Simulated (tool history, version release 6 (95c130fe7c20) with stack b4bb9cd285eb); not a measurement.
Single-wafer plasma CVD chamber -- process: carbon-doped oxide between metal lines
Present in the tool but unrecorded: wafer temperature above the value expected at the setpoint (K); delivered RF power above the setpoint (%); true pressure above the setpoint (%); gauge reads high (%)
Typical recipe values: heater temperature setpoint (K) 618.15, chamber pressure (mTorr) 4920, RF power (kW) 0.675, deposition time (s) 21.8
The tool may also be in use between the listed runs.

run,hour,heater temperature setpoint (K),chamber pressure (mTorr),RF power (kW),deposition time (s),wafers since the last listed run,hours since the last thermocouple change,hours since the last RF generator calibration,hours since the last manometer calibration,hours since the showerhead was replaced,hours since the gauge calibration,"read-back reference wafer on the same gauge, thickness_nm",mean film thickness on the monitor wafer (nm)
1,0.0,626.15,4920,0.605,21.8,0,971.0,370.5,1413.5,1760.4,3934.2,147.933,127.416
# hour 43.3: gauge calibrated
2,63.7,626.15,4920,0.605,21.8,1549,1034.7,434.2,1477.2,1824.1,20.4,147.802,127.166
3,159.0,618.15,4920,0.675,21.8,2318,1130.0,529.5,1572.5,1919.4,115.7,148.047,140.146
4,223.5,618.15,4920,0.675,21.8,1569,1194.5,594.0,1637.0,1983.9,180.2,148.062,139.415
5,308.1,618.15,4420,0.760,21.8,2057,1279.1,678.6,1721.6,2068.5,264.8,148.100,147.135
# hour 348.8: RF generator calibrated, repeated, since the last time left the tool worse
6,370.6,618.15,4110,0.590,21.8,1325,1341.6,21.8,1784.1,2131.0,327.3,147.789,132.231
# hour 388.4: capacitance manometer re-zeroed and calibrated
7,417.6,618.15,4920,0.675,21.8,948,1388.6,68.8,29.2,2178.0,374.3,147.960,147.065
8,471.4,618.15,4920,0.675,21.8,1308,1442.4,122.6,83.0,2231.8,428.1,148.154,146.321
9,539.5,618.15,4920,0.675,21.8,1656,1510.5,190.7,151.1,2299.9,496.2,148.105,146.397
10,626.7,611.15,4920,0.775,21.8,2121,1597.7,277.9,238.3,2387.1,583.4,148.220,162.490
11,711.7,618.15,5850,0.675,23.8,2067,1682.7,362.9,323.3,2472.1,668.4,148.021,162.648
12,801.9,604.15,4920,0.545,21.8,2194,1772.9,453.1,413.5,2562.3,758.6,147.932,136.259
13,865.0,618.15,4920,0.675,25.5,1534,1836.0,516.2,476.6,2625.4,821.7,147.960,170.166
# hour 897.6: thermocouple changed; heater temperature recalibrated
14,942.2,627.15,4470,0.640,21.8,1683,44.6,593.4,553.8,2702.6,898.9,147.887,134.181
# hour 1025.1: showerhead replaced
15,1041.5,618.15,4920,0.675,21.8,2220,143.9,692.7,653.1,16.4,998.2,147.895,145.622
16,1121.3,618.15,4920,0.675,21.8,1941,223.7,772.5,732.9,96.2,1078.0,147.792,145.795
17,1196.6,618.15,3770,0.675,21.8,1831,299.0,847.8,808.2,171.5,1153.3,148.129,140.238
18,1273.7,618.15,5700,0.800,21.8,1875,376.1,924.9,885.3,248.6,1230.4,148.141,162.120
19,1319.4,618.15,4090,0.675,21.8,1111,421.8,970.6,931.0,294.3,1276.1,148.047,141.019
20,1415.4,603.15,4920,0.675,23.6,2335,517.8,1066.6,1027.0,390.3,1372.1,148.047,164.008
21,1497.8,612.15,4920,0.675,21.8,2004,600.2,1149.0,1109.4,472.7,1454.5,148.084,147.155
22,1544.2,618.15,4920,0.675,25.9,1128,646.6,1195.4,1155.8,519.1,1500.9,148.028,170.585
23,1586.0,624.15,4320,0.735,18.6,1016,688.4,1237.2,1197.6,560.9,1542.7,148.116,124.208
# hour 1649.7: RF generator calibrated
24,1672.6,627.15,5510,0.795,20.1,1912,775.0,22.9,1284.2,647.5,1629.3,147.780,147.843
25,1750.3,618.15,4920,0.675,21.8,1890,852.7,100.6,1361.9,725.2,1707.0,148.097,146.461
26,1793.8,606.15,4330,0.675,24.8,1058,896.2,144.1,1405.4,768.7,1750.5,147.959,170.695
27,1876.5,603.15,4920,0.675,23.6,2011,978.9,226.8,1488.1,851.4,1833.2,148.029,168.038
28,2041.8,618.15,5500,0.675,21.8,4021,1144.2,392.1,1653.4,1016.7,1998.5,148.151,148.694

4 options for the next run, each taken on its own from the tool as it stands now. Forecast them:
A,2042.2,627.15,4920,0.675,21.8,9,1144.6,392.5,1653.8,1017.1,1998.9,?,?
B,2042.2,622.15,4920,0.675,24.4,9,1144.6,392.5,1653.8,1017.1,1998.9,?,?
C,2042.2,618.15,4920,0.715,21.8,9,1144.6,392.5,1653.8,1017.1,1998.9,?,?
D,2042.2,618.15,4090,0.675,24.0,9,1144.6,392.5,1653.8,1017.1,1998.9,?,?

run,"read-back reference wafer on the same gauge, thickness_nm",mean film thickness on the monitor wafer (nm)
A,148.045,142.489
B,148.045,161.687
C,148.045,151.726
D,148.045,157.209
With the hidden condition removed and each run's random variation left untouched, the same runs would have given:
run,mean film thickness on the monitor wafer (nm)
A,143.703
B,163.065
C,153.019
D,158.549

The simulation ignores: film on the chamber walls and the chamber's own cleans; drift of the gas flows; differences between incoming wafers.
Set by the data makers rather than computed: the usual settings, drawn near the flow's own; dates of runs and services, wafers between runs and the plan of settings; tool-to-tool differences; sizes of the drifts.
